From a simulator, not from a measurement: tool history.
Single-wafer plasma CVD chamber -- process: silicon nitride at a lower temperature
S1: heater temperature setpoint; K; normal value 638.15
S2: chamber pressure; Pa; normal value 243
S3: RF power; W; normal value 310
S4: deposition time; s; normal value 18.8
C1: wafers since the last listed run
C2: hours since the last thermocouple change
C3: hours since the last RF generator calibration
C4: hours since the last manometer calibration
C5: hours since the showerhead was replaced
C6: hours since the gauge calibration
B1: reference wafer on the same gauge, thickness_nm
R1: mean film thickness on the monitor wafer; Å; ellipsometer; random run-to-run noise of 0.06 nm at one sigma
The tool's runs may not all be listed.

run 1 hour=0 | S1=638.15 S2=243 S3=310 S4=18.8 | C1=0 C2=1748.5 C3=803.8 C4=2004.6 C5=3799.9 C6=128 | B1=23.601 | R1=224.46
run 2 hour=8.9 | S1=638.15 S2=243 S3=310 S4=18.8 | C1=241 C2=1757.4 C3=812.7 C4=2013.5 C5=3808.8 C6=136.9 | B1=23.618 | R1=225.98
run 3 hour=20.9 | S1=638.15 S2=243 S3=310 S4=18.8 | C1=325 C2=1769.4 C3=824.7 C4=2025.5 C5=3820.8 C6=148.9 | B1=23.599 | R1=224.89
-- hour=41.7 showerhead replaced
run 4 hour=42.2 | S1=638.15 S2=243 S3=310 S4=18.8 | C1=360 C2=1790.7 C3=846 C4=2046.8 C5=0.5 C6=170.2 | B1=23.604 | R1=224.56
run 5 hour=44.6 | S1=638.15 S2=243 S3=310 S4=18.8 | C1=65 C2=1793.1 C3=848.4 C4=2049.2 C5=2.9 C6=172.6 | B1=23.594 | R1=225.54
run 6 hour=54.8 | S1=638.15 S2=243 S3=310 S4=18.8 | C1=276 C2=1803.3 C3=858.6 C4=2059.4 C5=13.1 C6=182.8 | B1=23.596 | R1=225.17
run 7 hour=67.7 | S1=629.15 S2=243 S3=310 S4=18.8 | C1=350 C2=1816.2 C3=871.5 C4=2072.3 C5=26 C6=195.7 | B1=23.594 | R1=225.04
run 8 hour=77.9 | S1=629.15 S2=243 S3=310 S4=18.8 | C1=276 C2=1826.4 C3=881.7 C4=2082.5 C5=36.2 C6=205.9 | B1=23.602 | R1=224.33
run 9 hour=92.9 | S1=638.15 S2=243 S3=275 S4=18.8 | C1=407 C2=1841.4 C3=896.7 C4=2097.5 C5=51.2 C6=220.9 | B1=23.61 | R1=208.41
run 10 hour=100.7 | S1=638.15 S2=243 S3=310 S4=18.8 | C1=211 C2=1849.2 C3=904.5 C4=2105.3 C5=59 C6=228.7 | B1=23.598 | R1=225.17
run 11 hour=115.7 | S1=625.15 S2=243 S3=310 S4=16.5 | C1=407 C2=1864.2 C3=919.5 C4=2120.3 C5=74 C6=243.7 | B1=23.598 | R1=198.36
-- hour=135.1 capacitance manometer re-zeroed and calibrated
-- hour=135.7 RF generator calibrated
run 12 hour=136.2 | S1=638.15 S2=243 S3=310 S4=18.8 | C1=322 C2=1884.7 C3=0.5 C4=1.1 C5=94.5 C6=264.2 | B1=23.597 | R1=237.85
run 13 hour=141 | S1=634.15 S2=243 S3=310 S4=21.6 | C1=130 C2=1889.5 C3=5.3 C4=5.9 C5=99.3 C6=269 | B1=23.594 | R1=272.66
run 14 hour=165.1 | S1=638.15 S2=275 S3=310 S4=22.1 | C1=654 C2=1913.6 C3=29.4 C4=30 C5=123.4 C6=293.1 | B1=23.596 | R1=286.99
run 15 hour=190.1 | S1=633.15 S2=243 S3=355 S4=21.2 | C1=678 C2=1938.6 C3=54.4 C4=55 C5=148.4 C6=318.1 | B1=23.598 | R1=286.79
-- hour=198.6 gauge calibrated
run 16 hour=204.1 | S1=632.15 S2=261 S3=310 S4=22.1 | C1=379 C2=1952.6 C3=68.4 C4=69 C5=162.4 C6=5.5 | B1=23.611 | R1=282.04
run 17 hour=221.4 | S1=638.15 S2=243 S3=310 S4=18.8 | C1=469 C2=1969.9 C3=85.7 C4=86.3 C5=179.7 C6=22.8 | B1=23.594 | R1=234.13
run 18 hour=232.1 | S1=630.15 S2=243 S3=310 S4=15.9 | C1=290 C2=1980.6 C3=96.4 C4=97 C5=190.4 C6=33.5 | B1=23.6 | R1=197.93
run 19 hour=239.1 | S1=638.15 S2=243 S3=310 S4=22.6 | C1=189 C2=1987.6 C3=103.4 C4=104 C5=197.4 C6=40.5 | B1=23.617 | R1=280.04

Estimate the outcome of run 20 from the log above:
-- hour=259.6 thermocouple changed; heater temperature recalibrated
run 20 hour=260.1 | S1=647.15 S2=243 S3=310 S4=18.8 | C1=352 C2=0.5 C3=124.4 C4=125 C5=218.4 C6=61.5 | B1=? | R1=?

{"run 20": {"B1": 23.595, "R1": 232.31}}
With no hidden state in the tool, this same run would have given R1 236.88 Å.
